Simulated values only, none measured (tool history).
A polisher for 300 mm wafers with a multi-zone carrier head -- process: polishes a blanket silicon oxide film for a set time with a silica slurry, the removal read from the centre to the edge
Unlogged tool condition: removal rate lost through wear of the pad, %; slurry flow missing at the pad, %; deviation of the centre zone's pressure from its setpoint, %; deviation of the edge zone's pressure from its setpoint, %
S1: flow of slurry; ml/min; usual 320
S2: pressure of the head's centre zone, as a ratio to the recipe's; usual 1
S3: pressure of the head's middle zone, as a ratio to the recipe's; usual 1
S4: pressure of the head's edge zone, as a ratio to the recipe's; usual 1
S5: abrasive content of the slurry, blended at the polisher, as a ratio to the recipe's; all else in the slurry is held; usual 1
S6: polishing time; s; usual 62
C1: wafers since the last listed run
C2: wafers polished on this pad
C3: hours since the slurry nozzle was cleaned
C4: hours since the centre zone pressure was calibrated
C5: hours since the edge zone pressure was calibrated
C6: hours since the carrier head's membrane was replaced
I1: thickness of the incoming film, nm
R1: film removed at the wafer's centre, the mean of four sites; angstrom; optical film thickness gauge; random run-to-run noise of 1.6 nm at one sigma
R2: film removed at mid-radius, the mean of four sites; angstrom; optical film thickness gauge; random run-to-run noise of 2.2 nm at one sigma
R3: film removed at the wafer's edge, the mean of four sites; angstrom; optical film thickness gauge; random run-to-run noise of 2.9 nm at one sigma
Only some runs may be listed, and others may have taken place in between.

run    hour   S1    S2    S3    S4    S5  S6    C1    C2     C3     C4      C5      C6      I1    R1    R2    R3
  1       0  420     1     1  0.96     1  74     0   342  485.6    743  1053.5   922.6    1317  2654  2768  2693
  2    42.9  320     1     1  1.08     1  62   575   917  528.5  785.9  1096.4   965.5  1327.7  2198  2319  2365
  3    85.7  320     1     1     1     1  78   573  1491  571.3  828.7  1139.2  1008.3  1317.9  2754  2860  2835
       98.1  -- edge zone pressure recalibrated
  4   130.8  320  0.96  0.93  1.05   0.8  62   577  2068  616.4  873.8    32.7  1053.4  1317.6  1925  1948  2134
  5     195  320     1     1     1     1  62   860  2929  680.6    938    96.9  1117.6  1315.2  2148  2295  2206
      247.6  -- centre zone pressure recalibrated
  6   251.9  320     1     1     1     1  62   735  3665  737.5    4.3   153.8  1174.5  1291.3  2249  2262  2284
      296.5  -- carrier head's membrane replaced by a new one
      411.3  -- slurry nozzle cleaned
  7   422.5  365  1.09     1  0.97     1  62  2206  5872   11.2  174.9   324.4     126  1312.9  2464  2270  2217
  8   476.4  320     1     1     1   1.2  62   722  6594   65.1  228.8   378.3   179.9  1325.6  2381  2420  2433
      486.6  -- worn pad replaced by a new one
  9   510.1  240     1  1.03     1     1  70   398   314   98.8  262.5     412   213.6  1302.8  2470  2547  2527
 10   701.2  320     1     1  1.12     1  48  2561  2876  289.9  453.6   603.1   404.7  1317.6  1731  1722  1886
 11   740.9  320     1     1     1     1  69   532  3408  329.6  493.3   642.8   444.4    1323  2468  2518  2524
 12   775.2  350     1     1  0.94   0.8  62   459  3868  363.9  527.6   677.1   478.7  1304.6  2037  2104  1980
 13   810.8  320     1     1     1   1.2  62   477  4345  399.5  563.2   712.7   514.3  1328.5  2365  2444  2410
 14   835.3  400  0.93     1  1.03     1  62   328  4674    424  587.7   737.2   538.8  1286.6  2087  2306  2343
 15   884.1  420     1     1     1   1.1  62   654  5328  472.8  636.5     786   587.6  1311.9  2370  2415  2402
 16   946.9  320     1     1     1     1  62   841  6170  535.6  699.3   848.8   650.4  1285.3  2177  2267  2272
        963  -- worn pad replaced by a new one
 17     979  405  0.88     1  1.08     1  62   376   214  567.7  731.4   880.9   682.5  1331.7  1957  2317  2414
 18  1017.5  320  0.96  0.95  0.88  0.75  62   516   730  606.2  769.9   919.4     721  1319.4  1865  1921  1903
 19  1054.5  320  0.93     1     1     1  62   496  1226  643.2  806.9   956.4     758  1289.4  2038  2278  2280
 20  1120.1  320     1     1     1     1  62   879  2105  708.8  872.5    1022   823.6  1321.6  2156  2260  2225
     1139.6  -- centre zone pressure recalibrated
 21  1162.1  320     1     1     1     1  62   536  2642  750.8   22.5    1064   865.6    1327  2266  2297  2245
 22  1187.7  320     1     1     1     1  62   343  2985  776.4   48.1  1089.6   891.2  1299.5  2261  2242  2227

3 options for the next run, each taken on its own from the tool as it stands now. Forecast them:
  A  1188.1  370     1     1     1    1  62   5  2990  776.8  48.5  1090  891.6  1310.2   ?   ?   ?
  B  1188.1  405   0.9  1.05     1    1  62   5  2990  776.8  48.5  1090  891.6  1310.2   ?   ?   ?
  C  1188.1  320  1.03  0.96  0.89  0.7  62   5  2990  776.8  48.5  1090  891.6  1310.2   ?   ?   ?

run    R1    R2    R3
  A  2283  2328  2290
  B  2068  2443  2300
  C  1996  1911  1848
Stripped of hidden state, with their random variation kept, the same runs would have yielded:
run    R1    R2    R3
  A  2290  2328  2290
  B  2075  2443  2300
  C  2002  1911  1848
